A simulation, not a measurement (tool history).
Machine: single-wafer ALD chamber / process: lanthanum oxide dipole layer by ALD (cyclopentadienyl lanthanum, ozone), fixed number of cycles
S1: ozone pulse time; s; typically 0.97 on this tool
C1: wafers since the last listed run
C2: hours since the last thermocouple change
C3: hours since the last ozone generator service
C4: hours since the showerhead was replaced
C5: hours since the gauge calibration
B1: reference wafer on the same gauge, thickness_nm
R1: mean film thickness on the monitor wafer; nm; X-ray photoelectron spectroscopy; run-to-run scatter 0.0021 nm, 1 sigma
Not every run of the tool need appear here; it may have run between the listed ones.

Run 1, hour 0.0: usual settings but S1 1.11 s; C1 0; C2 1880.6; C3 1680.5; C4 5784.1; C5 145.4; B1 0.464. Result: R1 0.478 nm.
Run 2, hour 38.4: usual settings; C1 648; C2 1919.0; C3 1718.9; C4 5822.5; C5 183.8; B1 0.464. Result: R1 0.453 nm.
Run 3, hour 49.9: usual settings; C1 194; C2 1930.5; C3 1730.4; C4 5834.0; C5 195.3; B1 0.464. Result: R1 0.452 nm.
Run 4, hour 59.9: usual settings but S1 0.74 s; C1 168; C2 1940.5; C3 1740.4; C4 5844.0; C5 205.3; B1 0.464. Result: R1 0.395 nm.
Run 5, hour 76.1: usual settings; C1 273; C2 1956.7; C3 1756.6; C4 5860.2; C5 221.5; B1 0.464. Result: R1 0.452 nm.
Run 6, hour 83.4: usual settings; C1 123; C2 1964.0; C3 1763.9; C4 5867.5; C5 228.8; B1 0.464. Result: R1 0.450 nm.
Run 7, hour 90.7: usual settings; C1 123; C2 1971.3; C3 1771.2; C4 5874.8; C5 236.1; B1 0.464. Result: R1 0.451 nm.
At hour 97.9: gauge calibrated.
Run 8, hour 103.5: usual settings; C1 216; C2 1984.1; C3 1784.0; C4 5887.6; C5 5.6; B1 0.464. Result: R1 0.448 nm.
At hour 118.8: thermocouple changed; heater temperature recalibrated.
Run 9, hour 119.3: usual settings; C1 131; C2 0.5; C3 1799.8; C4 5903.4; C5 21.4; B1 0.464. Result: R1 0.452 nm.
Run 10, hour 126.9: usual settings; C1 128; C2 8.1; C3 1807.4; C4 5911.0; C5 29.0; B1 0.464. Result: R1 0.448 nm.
Run 11, hour 143.9: usual settings but S1 0.65 s; C1 287; C2 25.1; C3 1824.4; C4 5928.0; C5 46.0; B1 0.464. Result: R1 0.368 nm.
Run 12, hour 160.4: usual settings; C1 278; C2 41.6; C3 1840.9; C4 5944.5; C5 62.5; B1 0.464. Result: R1 0.451 nm.
At hour 169.7: ozone generator serviced.
Run 13, hour 170.2: usual settings but S1 1.30 s; C1 30; C2 51.4; C3 0.5; C4 5954.3; C5 72.3; B1 0.464. Result: R1 0.562 nm.
Run 14, hour 178.5: usual settings; C1 140; C2 59.7; C3 8.8; C4 5962.6; C5 80.6; B1 0.464. Result: R1 0.517 nm.
Run 15, hour 186.8: usual settings but S1 0.61 s; C1 140; C2 68.0; C3 17.1; C4 5970.9; C5 88.9; B1 0.464. Result: R1 0.433 nm.
Run 16, hour 202.8: usual settings; C1 270; C2 84.0; C3 33.1; C4 5986.9; C5 104.9; B1 0.464. Result: R1 0.517 nm.
At hour 219.3: showerhead replaced.
Run 17, hour 219.8: usual settings but S1 0.85 s; C1 152; C2 101.0; C3 50.1; C4 0.5; C5 121.9; B1 0.464. Result: R1 0.490 nm.
Run 18, hour 256.7: usual settings but S1 1.07 s; C1 623; C2 137.9; C3 87.0; C4 37.4; C5 158.8; B1 0.464. Result: R1 0.527 nm.
Run 19, hour 267.3: usual settings but S1 0.81 s; C1 179; C2 148.5; C3 97.6; C4 48.0; C5 169.4; B1 0.464. Result: R1 0.479 nm.
Run 20, hour 274.9: usual settings but S1 0.63 s; C1 128; C2 156.1; C3 105.2; C4 55.6; C5 177.0; B1 0.464. Result: R1 0.428 nm.

Each row is a separate what-if for the run after 20, all from the same tool condition, not one after another. Results?
Run A, hour 275.3: usual settings; C1 6; C2 156.5; C3 105.6; C4 56.0; C5 177.4; B1 ?. Result: R1 ?.
Run B, hour 275.3: usual settings but S1 0.68 s; C1 6; C2 156.5; C3 105.6; C4 56.0; C5 177.4; B1 ?. Result: R1 ?.
Run C, hour 275.3: usual settings but S1 1.10 s; C1 6; C2 156.5; C3 105.6; C4 56.0; C5 177.4; B1 ?. Result: R1 ?.
Run D, hour 275.3: usual settings but S1 1.15 s; C1 6; C2 156.5; C3 105.6; C4 56.0; C5 177.4; B1 ?. Result: R1 ?.
Run E, hour 275.3: usual settings but S1 1.25 s; C1 6; C2 156.5; C3 105.6; C4 56.0; C5 177.4; B1 ?. Result: R1 ?.

run     B1     R1
  A  0.464  0.512
  B  0.464  0.444
  C  0.464  0.533
  D  0.464  0.539
  E  0.464  0.551
With the hidden condition removed and each run's random variation left untouched, the same runs would have given:
run     R1
  A  0.524
  B  0.459
  C  0.543
  D  0.550
  E  0.560

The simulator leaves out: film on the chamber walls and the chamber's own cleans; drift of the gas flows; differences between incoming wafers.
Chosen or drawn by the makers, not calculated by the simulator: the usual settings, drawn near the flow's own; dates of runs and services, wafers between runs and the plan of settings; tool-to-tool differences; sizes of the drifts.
